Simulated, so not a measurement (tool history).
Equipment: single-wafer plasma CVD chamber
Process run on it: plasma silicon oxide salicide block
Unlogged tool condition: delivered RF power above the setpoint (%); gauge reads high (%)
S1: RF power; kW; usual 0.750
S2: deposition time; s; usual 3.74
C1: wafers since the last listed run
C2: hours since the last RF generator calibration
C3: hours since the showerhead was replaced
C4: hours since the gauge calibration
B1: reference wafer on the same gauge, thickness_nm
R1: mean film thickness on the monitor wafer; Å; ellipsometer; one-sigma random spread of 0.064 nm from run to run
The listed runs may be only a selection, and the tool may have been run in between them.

run	day	S1	S2	C1	C2	C3	C4	B1	R1
1	0.000	0.750	3.74	0	1463.8	3309.2	213.1	35.186	419.94
2	0.371	0.750	3.17	485	1472.7	3318.1	222.0	35.185	356.85
3	0.875	0.865	3.74	660	1484.8	3330.2	234.1	35.208	441.01
4	1.533	0.865	3.74	862	1500.6	3346.0	249.9	35.219	440.85
5	1.967	0.750	3.74	567	1511.0	3356.4	260.3	35.219	419.77
6	2.271	0.750	3.74	398	1518.3	3363.7	267.6	35.198	420.30
7	2.579	0.750	3.74	403	1525.7	3371.1	275.0	35.202	420.51
8	2.992	0.800	3.74	540	1535.6	3381.0	284.9	35.224	430.26
9	3.333	0.800	3.74	447	1543.8	3389.2	293.1	35.205	429.52
10	4.046	0.750	3.74	933	1560.9	3406.3	310.2	35.209	418.57
# day 4.629: showerhead replaced
11	4.650	0.750	3.74	354	1575.4	0.5	324.7	35.191	418.10
12	4.850	0.805	3.74	262	1580.2	5.3	329.5	35.207	429.25
13	5.254	0.805	3.74	529	1589.9	15.0	339.2	35.190	430.54
# day 5.846: RF generator calibrated
14	5.867	0.680	3.47	365	0.5	29.7	353.9	35.208	368.08
15	6.258	0.680	3.47	513	9.9	39.1	363.3	35.194	367.51
# day 6.275: gauge calibrated
16	6.546	0.660	4.43	376	16.8	46.0	6.5	35.195	464.70
17	6.946	0.900	3.23	524	26.4	55.6	16.1	35.223	378.78
# day 7.642: RF generator calibrated, repeated, since the last time left the tool worse
18	7.662	0.840	4.09	502	0.5	72.8	33.3	35.209	487.13
19	7.954	0.630	4.18	382	7.5	79.8	40.3	35.205	448.26
20	8.221	0.750	3.74	349	13.9	86.2	46.7	35.192	427.91
21	8.667	0.795	4.49	584	24.6	96.9	57.4	35.192	524.82
22	9.167	0.810	4.00	655	36.6	108.9	69.4	35.201	469.00
23	9.738	0.800	4.04	747	50.3	122.6	83.1	35.186	472.40
24	10.417	0.870	3.54	889	66.6	138.9	99.4	35.198	426.79
25	10.888	0.750	3.02	616	77.9	150.2	110.7	35.212	345.54
26	11.492	0.750	3.03	791	92.4	164.7	125.2	35.184	346.46
27	12.104	0.750	3.74	802	107.1	179.4	139.9	35.192	427.13
28	12.492	0.700	3.39	507	116.4	188.7	149.2	35.205	377.93
29	12.942	0.625	3.40	589	127.2	199.5	160.0	35.184	363.69
30	13.438	0.750	3.74	649	139.1	211.4	171.9	35.192	428.41

Pick out some run-to-run changes in R1. Of each, how much would a tool without hidden state show as well, from the settings, what came in and chance, and how much is left for the hidden state and any gauge scatter not in both results compared?
Run 13 -> 14: S1 0.805 -> 0.680, S2 3.74 -> 3.47, RF generator calibrated. R1 -62.46 Å: hidden state -5.38, all else -57.08.
Run 15 -> 16: S1 0.680 -> 0.660, S2 3.47 -> 4.43, gauge calibrated. R1 +97.19 Å: hidden state -3.90, all else +101.09.
Run 17 -> 18: S1 0.900 -> 0.840, S2 3.23 -> 4.09, RF generator calibrated, repeated, since the last time left the tool worse. R1 +108.35 Å: hidden state +14.61, all else +93.74.
Run 20 -> 21: S1 0.750 -> 0.795, S2 3.74 -> 4.49. R1 +96.91 Å: hidden state -0.12, all else +97.03.

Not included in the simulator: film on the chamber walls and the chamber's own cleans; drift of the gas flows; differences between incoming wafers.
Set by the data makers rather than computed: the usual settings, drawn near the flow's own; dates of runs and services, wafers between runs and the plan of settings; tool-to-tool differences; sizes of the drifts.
